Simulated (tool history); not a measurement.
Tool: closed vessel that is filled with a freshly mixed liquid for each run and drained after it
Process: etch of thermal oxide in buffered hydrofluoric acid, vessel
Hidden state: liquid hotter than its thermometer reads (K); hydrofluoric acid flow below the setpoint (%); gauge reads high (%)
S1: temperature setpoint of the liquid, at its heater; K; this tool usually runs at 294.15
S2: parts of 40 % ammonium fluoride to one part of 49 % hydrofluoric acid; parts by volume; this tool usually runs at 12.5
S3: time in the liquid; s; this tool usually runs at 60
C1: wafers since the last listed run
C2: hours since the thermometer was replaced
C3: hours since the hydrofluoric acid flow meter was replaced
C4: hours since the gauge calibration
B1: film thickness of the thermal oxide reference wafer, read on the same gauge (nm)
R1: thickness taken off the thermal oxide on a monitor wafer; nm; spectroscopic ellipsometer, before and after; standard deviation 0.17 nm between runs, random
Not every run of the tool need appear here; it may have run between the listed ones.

run	hour	S1	S2	S3	C1	C2	C3	C4	B1	R1
1	0.0	294.15	12.5	60	0	3052.6	2160.5	324.8	140.02	45.84
2	13.8	294.15	12.5	40	1327	3066.4	2174.3	338.6	139.97	30.40
3	27.3	294.15	12.5	40	1298	3079.9	2187.8	352.1	139.99	30.29
4	41.2	294.15	12.5	40	1336	3093.8	2201.7	366.0	140.01	30.34
5	51.4	294.15	16.5	60	980	3104.0	2211.9	376.2	140.00	34.81
6	59.7	294.15	12.5	60	798	3112.3	2220.2	384.5	139.98	45.75
# hour 76.7: hydrofluoric acid flow meter replaced
7	77.2	294.15	12.5	60	1586	3129.8	0.5	402.0	140.03	51.62
8	91.3	294.15	12.5	60	1355	3143.9	14.6	416.1	139.99	51.44
9	103.1	294.15	12.5	60	1134	3155.7	26.4	427.9	140.02	51.81
10	109.2	294.15	12.5	60	586	3161.8	32.5	434.0	140.01	51.86
11	124.7	294.15	12.5	60	1490	3177.3	48.0	449.5	139.99	51.54
12	130.8	294.15	12.5	60	586	3183.4	54.1	455.6	140.01	51.84
13	143.1	294.15	12.5	60	1182	3195.7	66.4	467.9	139.98	51.96
14	149.4	294.15	12.5	60	605	3202.0	72.7	474.2	140.02	51.79
15	155.8	291.65	10.5	95	615	3208.4	79.1	480.6	139.99	84.53
16	162.3	294.15	12.5	60	625	3214.9	85.6	487.1	140.01	51.52
# hour 167.5: gauge calibrated
17	174.3	294.15	12.5	35	1153	3226.9	97.6	6.8	140.04	30.13
18	185.4	290.65	16.5	30	1067	3238.0	108.7	17.9	140.00	16.27
19	200.3	294.15	12.5	60	1432	3252.9	123.6	32.8	139.98	51.92
20	213.2	294.15	11.0	85	1240	3265.8	136.5	45.7	139.99	82.67
# hour 214.6: thermometer replaced
21	224.5	294.15	14.5	90	990	9.9	147.8	57.0	140.00	57.53
22	233.7	294.15	12.5	85	884	19.1	157.0	66.2	140.01	62.82
23	246.3	294.15	12.5	60	1211	31.7	169.6	78.8	139.98	44.25
24	259.7	290.15	9.5	30	1288	45.1	183.0	92.2	139.99	22.78
25	276.5	294.15	12.5	60	1615	61.9	199.8	109.0	140.03	44.46
26	292.5	294.15	14.0	60	1538	77.9	215.8	125.0	139.98	39.22
27	298.6	294.15	14.5	60	586	84.0	221.9	131.1	140.02	38.44
28	307.5	296.15	12.5	60	855	92.9	230.8	140.0	139.99	49.31
29	317.2	294.15	14.0	60	932	102.6	240.5	149.7	139.99	39.50
30	329.4	291.65	12.5	40	1173	114.8	252.7	161.9	139.97	25.52
31	338.4	294.15	12.5	60	865	123.8	261.7	170.9	140.03	43.80
32	356.3	294.15	12.5	60	1721	141.7	279.6	188.8	140.01	44.34

State the hidden condition of the tool at each of the runs:
gauge reads high (%): 0, the same for each run
H1: liquid hotter than its thermometer reads (K)
H2: hydrofluoric acid flow below the setpoint (%)
run	H1	H2
1	2.72	12.8
2	2.73	12.9
3	2.74	12.9
4	2.75	13
5	2.76	13.1
6	2.77	13.1
7	2.78	1.22
8	2.8	1.3
9	2.81	1.37
10	2.81	1.41
11	2.82	1.5
12	2.83	1.53
13	2.84	1.61
14	2.85	1.64
15	2.85	1.68
16	2.86	1.72
17	2.87	1.79
18	2.88	1.85
19	2.89	1.94
20	2.9	2.02
21	0.0669	2.09
22	0.0746	2.14
23	0.0852	2.21
24	0.0965	2.29
25	0.111	2.39
26	0.124	2.49
27	0.129	2.52
28	0.137	2.57
29	0.145	2.63
30	0.155	2.7
31	0.163	2.76
32	0.178	2.86
